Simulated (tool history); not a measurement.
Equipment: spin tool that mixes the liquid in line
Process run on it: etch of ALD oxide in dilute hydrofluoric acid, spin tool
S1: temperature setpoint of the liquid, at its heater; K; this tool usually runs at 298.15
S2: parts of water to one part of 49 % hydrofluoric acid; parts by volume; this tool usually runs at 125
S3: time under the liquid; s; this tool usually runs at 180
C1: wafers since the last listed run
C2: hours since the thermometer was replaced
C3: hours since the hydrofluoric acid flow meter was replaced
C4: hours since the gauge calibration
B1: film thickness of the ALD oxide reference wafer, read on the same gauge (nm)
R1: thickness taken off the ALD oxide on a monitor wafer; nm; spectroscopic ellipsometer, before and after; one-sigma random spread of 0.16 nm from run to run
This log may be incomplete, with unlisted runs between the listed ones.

{"run": 1, "hour": 0.0, "S1": 300.15, "S2": 125, "S3": 120, "C1": 0, "C2": 452.4, "C3": 1560.6, "C4": 3881.2, "B1": 70.01, "R1": 29.8}
{"run": 2, "hour": 81.1, "S1": 300.15, "S2": 125, "S3": 120, "C1": 356, "C2": 533.5, "C3": 1641.7, "C4": 3962.3, "B1": 70, "R1": 29.8}
{"hour": 111.2, "done": "hydrofluoric acid flow meter replaced"}
{"run": 3, "hour": 163.3, "S1": 298.15, "S2": 155, "S3": 180, "C1": 356, "C2": 615.7, "C3": 52.1, "C4": 4044.5, "B1": 70, "R1": 31.04}
{"run": 4, "hour": 261.0, "S1": 298.15, "S2": 125, "S3": 180, "C1": 429, "C2": 713.4, "C3": 149.8, "C4": 4142.2, "B1": 70.02, "R1": 40}
{"run": 5, "hour": 343.8, "S1": 298.15, "S2": 125, "S3": 180, "C1": 363, "C2": 796.2, "C3": 232.6, "C4": 4225, "B1": 70.03, "R1": 39.91}
{"run": 6, "hour": 437.5, "S1": 298.15, "S2": 125, "S3": 180, "C1": 411, "C2": 889.9, "C3": 326.3, "C4": 4318.7, "B1": 69.99, "R1": 39.98}
{"run": 7, "hour": 483.4, "S1": 298.15, "S2": 125, "S3": 180, "C1": 201, "C2": 935.8, "C3": 372.2, "C4": 4364.6, "B1": 70, "R1": 39.98}
{"run": 8, "hour": 549.9, "S1": 298.15, "S2": 125, "S3": 135, "C1": 292, "C2": 1002.3, "C3": 438.7, "C4": 4431.1, "B1": 69.99, "R1": 29.89}
{"run": 9, "hour": 592.5, "S1": 298.15, "S2": 125, "S3": 135, "C1": 187, "C2": 1044.9, "C3": 481.3, "C4": 4473.7, "B1": 70.01, "R1": 29.99}
{"run": 10, "hour": 687.3, "S1": 298.15, "S2": 125, "S3": 135, "C1": 416, "C2": 1139.7, "C3": 576.1, "C4": 4568.5, "B1": 70, "R1": 29.92}
{"run": 11, "hour": 778.0, "S1": 298.15, "S2": 125, "S3": 180, "C1": 398, "C2": 1230.4, "C3": 666.8, "C4": 4659.2, "B1": 70.01, "R1": 39.94}
{"hour": 789.9, "done": "gauge calibrated"}
{"run": 12, "hour": 862.8, "S1": 295.15, "S2": 65, "S3": 275, "C1": 372, "C2": 1315.2, "C3": 751.6, "C4": 72.9, "B1": 70, "R1": 111.12}
{"run": 13, "hour": 953.7, "S1": 296.65, "S2": 145, "S3": 235, "C1": 399, "C2": 1406.1, "C3": 842.5, "C4": 163.8, "B1": 70.01, "R1": 41.31}
{"run": 14, "hour": 1046.4, "S1": 298.15, "S2": 125, "S3": 180, "C1": 407, "C2": 1498.8, "C3": 935.2, "C4": 256.5, "B1": 70, "R1": 39.71}
{"hour": 1105.9, "done": "thermometer replaced"}
{"run": 15, "hour": 1137.9, "S1": 298.15, "S2": 125, "S3": 180, "C1": 397, "C2": 32, "C3": 1026.7, "C4": 348, "B1": 70.01, "R1": 41.26}
{"run": 16, "hour": 1182.1, "S1": 298.15, "S2": 125, "S3": 180, "C1": 194, "C2": 76.2, "C3": 1070.9, "C4": 392.2, "B1": 69.97, "R1": 41.07}
{"run": 17, "hour": 1263.0, "S1": 298.15, "S2": 125, "S3": 180, "C1": 355, "C2": 157.1, "C3": 1151.8, "C4": 473.1, "B1": 70.03, "R1": 41.3}
{"run": 18, "hour": 1326.3, "S1": 294.65, "S2": 125, "S3": 120, "C1": 277, "C2": 220.4, "C3": 1215.1, "C4": 536.4, "B1": 69.99, "R1": 23.9}
{"run": 19, "hour": 1407.3, "S1": 298.15, "S2": 125, "S3": 180, "C1": 355, "C2": 301.4, "C3": 1296.1, "C4": 617.4, "B1": 70.01, "R1": 41.17}
{"run": 20, "hour": 1495.3, "S1": 298.15, "S2": 125, "S3": 135, "C1": 386, "C2": 389.4, "C3": 1384.1, "C4": 705.4, "B1": 70.01, "R1": 30.83}
{"run": 21, "hour": 1587.9, "S1": 302.65, "S2": 100, "S3": 105, "C1": 406, "C2": 482, "C3": 1476.7, "C4": 798, "B1": 69.98, "R1": 36.55}
{"run": 22, "hour": 1685.9, "S1": 301.15, "S2": 125, "S3": 180, "C1": 430, "C2": 580, "C3": 1574.7, "C4": 896, "B1": 70.01, "R1": 46.11}
{"hour": 1772.1, "done": "hydrofluoric acid flow meter replaced"}
{"run": 23, "hour": 1777.6, "S1": 302.15, "S2": 155, "S3": 270, "C1": 398, "C2": 671.7, "C3": 5.5, "C4": 987.7, "B1": 70.01, "R1": 54.31}
{"run": 24, "hour": 1869.5, "S1": 298.15, "S2": 125, "S3": 180, "C1": 403, "C2": 763.6, "C3": 97.4, "C4": 1079.6, "B1": 69.98, "R1": 40.1}
{"run": 25, "hour": 2070.7, "S1": 293.15, "S2": 125, "S3": 180, "C1": 883, "C2": 964.8, "C3": 298.6, "C4": 1280.8, "B1": 69.97, "R1": 32.66}
{"run": 26, "hour": 2144.6, "S1": 302.15, "S2": 155, "S3": 120, "C1": 324, "C2": 1038.7, "C3": 372.5, "C4": 1354.7, "B1": 70.02, "R1": 24.01}
{"run": 27, "hour": 2240.9, "S1": 298.15, "S2": 110, "S3": 220, "C1": 422, "C2": 1135, "C3": 468.8, "C4": 1451, "B1": 70.01, "R1": 56.12}
{"run": 28, "hour": 2281.6, "S1": 298.15, "S2": 70, "S3": 180, "C1": 178, "C2": 1175.7, "C3": 509.5, "C4": 1491.7, "B1": 70, "R1": 76.6}
{"run": 29, "hour": 2327.5, "S1": 296.65, "S2": 100, "S3": 180, "C1": 201, "C2": 1221.6, "C3": 555.4, "C4": 1537.6, "B1": 70.01, "R1": 48.74}
{"run": 30, "hour": 2371.4, "S1": 294.65, "S2": 125, "S3": 110, "C1": 192, "C2": 1265.5, "C3": 599.3, "C4": 1581.5, "B1": 70, "R1": 21.35}
{"run": 31, "hour": 2460.5, "S1": 300.65, "S2": 85, "S3": 260, "C1": 391, "C2": 1354.6, "C3": 688.4, "C4": 1670.6, "B1": 70.01, "R1": 98.17}
{"run": 32, "hour": 2525.0, "S1": 298.15, "S2": 125, "S3": 180, "C1": 283, "C2": 1419.1, "C3": 752.9, "C4": 1735.1, "B1": 69.99, "R1": 39.72}
{"hour": 2586.9, "done": "thermometer replaced"}
{"run": 33, "hour": 2599.7, "S1": 298.15, "S2": 125, "S3": 180, "C1": 323, "C2": 12.8, "C3": 827.6, "C4": 1809.8, "B1": 70.01, "R1": 40.99}
{"run": 34, "hour": 2689.7, "S1": 298.15, "S2": 185, "S3": 145, "C1": 395, "C2": 102.8, "C3": 917.6, "C4": 1899.8, "B1": 69.99, "R1": 21.11}
{"run": 35, "hour": 2765.2, "S1": 299.65, "S2": 170, "S3": 135, "C1": 331, "C2": 178.3, "C3": 993.1, "C4": 1975.3, "B1": 70.02, "R1": 22.74}

What if the next run were any one of these 3? Each begins from the tool's condition after run 35:
{"run": "A", "hour": 2765.7, "S1": 298.15, "S2": 100, "S3": 180, "C1": 2, "C2": 178.8, "C3": 993.6, "C4": 1975.8, "B1": "?", "R1": "?"}
{"run": "B", "hour": 2765.7, "S1": 296.15, "S2": 145, "S3": 235, "C1": 2, "C2": 178.8, "C3": 993.6, "C4": 1975.8, "B1": "?", "R1": "?"}
{"run": "C", "hour": 2765.7, "S1": 294.65, "S2": 125, "S3": 100, "C1": 2, "C2": 178.8, "C3": 993.6, "C4": 1975.8, "B1": "?", "R1": "?"}

run=A B1=70 R1=52.87
run=B B1=70 R1=41.76
run=C B1=70 R1=19.87
Stripped of hidden state, with their random variation kept, the same runs would have yielded:
run=A R1=52.06
run=B R1=41.1
run=C R1=19.56
